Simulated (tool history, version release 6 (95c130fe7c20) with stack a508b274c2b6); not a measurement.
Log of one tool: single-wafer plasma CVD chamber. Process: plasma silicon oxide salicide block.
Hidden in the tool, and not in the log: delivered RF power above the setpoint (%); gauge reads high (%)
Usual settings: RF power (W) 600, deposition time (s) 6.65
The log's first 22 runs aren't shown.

run,hour,RF power (W),deposition time (s),wafers since the last listed run,hours since the last RF generator calibration,hours since the showerhead was replaced,hours since the gauge calibration,"read-back reference wafer on the same gauge, thickness_nm",mean film thickness on the monitor wafer (nm)
23,1197.9,705,6.65,892,1639.2,206.4,531.1,76.504,69.973
24,1242.8,530,7.59,1536,1684.1,251.3,576,76.477,72.333
25,1305.3,645,6.65,2138,1746.6,313.8,638.5,76.482,68.398
26,1344.6,600,6.65,1344,1785.9,353.1,677.8,76.406,65.667
# hour 1366.3: RF generator calibrated
27,1380.2,600,7.96,944,13.9,388.7,713.4,76.527,79.55
28,1444.9,600,6.65,2213,78.6,453.4,778.1,76.411,66.113
29,1514.8,705,5.41,2391,148.5,523.3,848,76.667,57.46
30,1548.9,480,7.43,1166,182.6,557.4,882.1,76.527,68.952
31,1579.1,600,6.12,1033,212.8,587.6,912.3,76.318,61.727
32,1634,645,6.31,1878,267.7,642.5,967.2,76.501,64.489
33,1705.6,665,5.97,2449,339.3,714.1,1038.8,76.467,61.523
34,1745.6,600,7.52,1368,379.3,754.1,1078.8,76.27,74.376
35,1786.8,680,5.74,1409,420.5,795.3,1120,76.427,59.615

Forecast each of these 4 alternatives for the next run:
A,1787.2,600,6.65,13,420.9,795.7,1120.4,?,?
B,1787.2,650,7.44,13,420.9,795.7,1120.4,?,?
C,1787.2,600,7.43,13,420.9,795.7,1120.4,?,?
D,1787.2,555,7.31,13,420.9,795.7,1120.4,?,?

run,"read-back reference wafer on the same gauge, thickness_nm",mean film thickness on the monitor wafer (nm)
A,76.654,66.304
B,76.654,76.197
C,76.654,74.081
D,76.654,70.987
Without the tool's hidden state the same runs would have given:
run,mean film thickness on the monitor wafer (nm)
A,66.304
B,76.197
C,74.081
D,70.987
